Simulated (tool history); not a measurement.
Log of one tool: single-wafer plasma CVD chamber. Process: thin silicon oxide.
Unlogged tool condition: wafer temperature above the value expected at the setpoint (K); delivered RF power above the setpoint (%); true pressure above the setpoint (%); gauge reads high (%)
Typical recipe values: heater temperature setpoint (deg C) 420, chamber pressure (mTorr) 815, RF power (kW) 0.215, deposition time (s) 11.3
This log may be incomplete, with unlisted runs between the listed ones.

run   hour  heater temperature setpoint (deg C)  chamber pressure (mTorr)  RF power (kW)  deposition time (s)  wafers since the last listed run  hours since the last thermocouple change  hours since the last RF generator calibration  hours since the last manometer calibration  hours since the showerhead was replaced  hours since the gauge calibration  read-back reference wafer on the same gauge, thickness_nm  mean film thickness on the monitor wafer (Å)
  1      0                                  420                       815          0.215                 11.3                                 0                                     635.5                                          673.3                                        82.5                                     6253                              354.6                                                       14.7                                         167.5
  2   18.8                                  420                       815          0.215                 11.3                               251                                     654.3                                          692.1                                       101.3                                   6271.8                              373.4                                                     14.698                                        168.05
  3   41.9                                  420                       815          0.215                 11.3                               309                                     677.4                                          715.2                                       124.4                                   6294.9                              396.5                                                     14.701                                        168.14
  4   59.3                                  420                       815          0.215                 11.3                               232                                     694.8                                          732.6                                       141.8                                   6312.3                              413.9                                                     14.701                                        167.79
  5   79.4                                  420                       815          0.215                 12.1                               268                                     714.9                                          752.7                                       161.9                                   6332.4                                434                                                     14.701                                         179.3
      98.7  -- showerhead replaced
  6  125.9                                  407                       815          0.215                 10.2                               515                                     761.4                                          799.2                                       208.4                                     27.2                              480.5                                                       14.7                                        152.97
  7  159.2                                  416                      1015          0.215                 11.3                               445                                     794.7                                          832.5                                       241.7                                     60.5                              513.8                                                     14.702                                        197.65
  8  186.4                                  413                       815          0.215                 13.2                               363                                     821.9                                          859.7                                       268.9                                     87.7                                541                                                       14.7                                        195.71
     208.7  -- RF generator calibrated
  9    226                                  420                       815          0.215                 11.3                               422                                     861.5                                           17.3                                       308.5                                    127.3                              580.6                                                     14.699                                        170.66
 10  249.8                                  428                       815           0.17                 13.5                               318                                     885.3                                           41.1                                       332.3                                    151.1                              604.4                                                     14.699                                        185.13
     260.1  -- gauge calibrated
 11  265.4                                  408                       916           0.26                  9.4                               208                                     900.9                                           56.7                                       347.9                                    166.7                                5.3                                                     14.705                                        167.84
 12  292.6                                  420                       815          0.215                 11.3                               363                                     928.1                                           83.9                                       375.1                                    193.9                               32.5                                                       14.7                                        170.21
 13  319.4                                  420                       815           0.19                 10.5                               358                                     954.9                                          110.7                                       401.9                                    220.7                               59.3                                                     14.698                                        150.49
 14  339.1                                  429                       815          0.215                 11.3                               263                                     974.6                                          130.4                                       421.6                                    240.4                                 79                                                     14.703                                        168.65
 15  358.1                                  429                       815          0.215                   10                               254                                     993.6                                          149.4                                       440.6                                    259.4                                 98                                                     14.697                                        149.71
 16  371.5                                  424                       815          0.175                 11.3                               179                                      1007                                          162.8                                         454                                    272.8                              111.4                                                     14.703                                        156.98
 17  391.4                                  420                       815          0.215                 11.3                               266                                    1026.9                                          182.7                                       473.9                                    292.7                              131.3                                                     14.697                                        169.62
 18  426.4                                  414                       974          0.215                 11.3                               468                                    1061.9                                          217.7                                       508.9                                    327.7                              166.3                                                     14.699                                        194.44
     447.7  -- thermocouple changed; heater temperature recalibrated
 19  448.2                                  420                       815          0.215                 11.3                               184                                       0.5                                          239.5                                       530.7                                    349.5                              188.1                                                     14.699                                         169.1
 20  475.2                                  420                       707          0.215                 11.3                               361                                      27.5                                          266.5                                       557.7                                    376.5                              215.1                                                     14.701                                        150.89
 21  510.7                                  420                       815            0.2                 12.3                               474                                        63                                            302                                       593.2                                      412                              250.6                                                       14.7                                        179.32
 22  531.8                                  429                       877          0.175                   12                               282                                      84.1                                          323.1                                       614.3                                    433.1                              271.7                                                     14.709                                        173.78
 23  553.5                                  432                       815          0.225                 11.3                               290                                     105.8                                          344.8                                         636                                    454.8                              293.4                                                     14.702                                        170.45
 24  574.2                                  420                       815           0.18                 11.3                               276                                     126.5                                          365.5                                       656.7                                    475.5                              314.1                                                     14.698                                        158.08
 25    609                                  412                      1016          0.215                  9.4                               465                                     161.3                                          400.3                                       691.5                                    510.3                              348.9                                                     14.707                                        166.25
 26  697.3                                  427                       815          0.215                 11.3                              1181                                     249.6                                          488.6                                       779.8                                    598.6                              437.2                                                     14.702                                        168.49
 27  710.5                                  407                       649          0.195                 11.3                               176                                     262.8                                          501.8                                         793                                    611.8                              450.4                                                     14.704                                        136.28
 28    726                                  415                       867          0.245                  9.8                               207                                     278.3                                          517.3                                       808.5                                    627.3                              465.9                                                     14.692                                        162.36
 29  757.1                                  412                       699          0.215                 13.4                               416                                     309.4                                          548.4                                       839.6                                    658.4                                497                                                     14.703                                        178.54
 30  785.3                                  420                       815          0.215                 11.3                               377                                     337.6                                          576.6                                       867.8                                    686.6                              525.2                                                     14.697                                        168.88

Predict each of these 3 candidate next runs independently; none follows another, all start after run 30:
  A  785.7                                  420                       815           0.24                 11.3                                 5                                       338                                            577                                       868.2                                      687                              525.6                                                          ?                                             ?
  B  785.7                                  420                       950          0.215                 11.3                                 5                                       338                                            577                                       868.2                                      687                              525.6                                                          ?                                             ?
  C  785.7                                  430                       815          0.215                 11.3                                 5                                       338                                            577                                       868.2                                      687                              525.6                                                          ?                                             ?

run  read-back reference wafer on the same gauge, thickness_nm  mean film thickness on the monitor wafer (Å)
  A                                                     14.699                                        176.89
  B                                                     14.699                                        189.89
  C                                                     14.699                                        168.45
The same runs, with their run-to-run variation unchanged, on a tool lacking any hidden condition would have given:
run  mean film thickness on the monitor wafer (Å)
  A                                        179.53
  B                                        192.88
  C                                        171.07
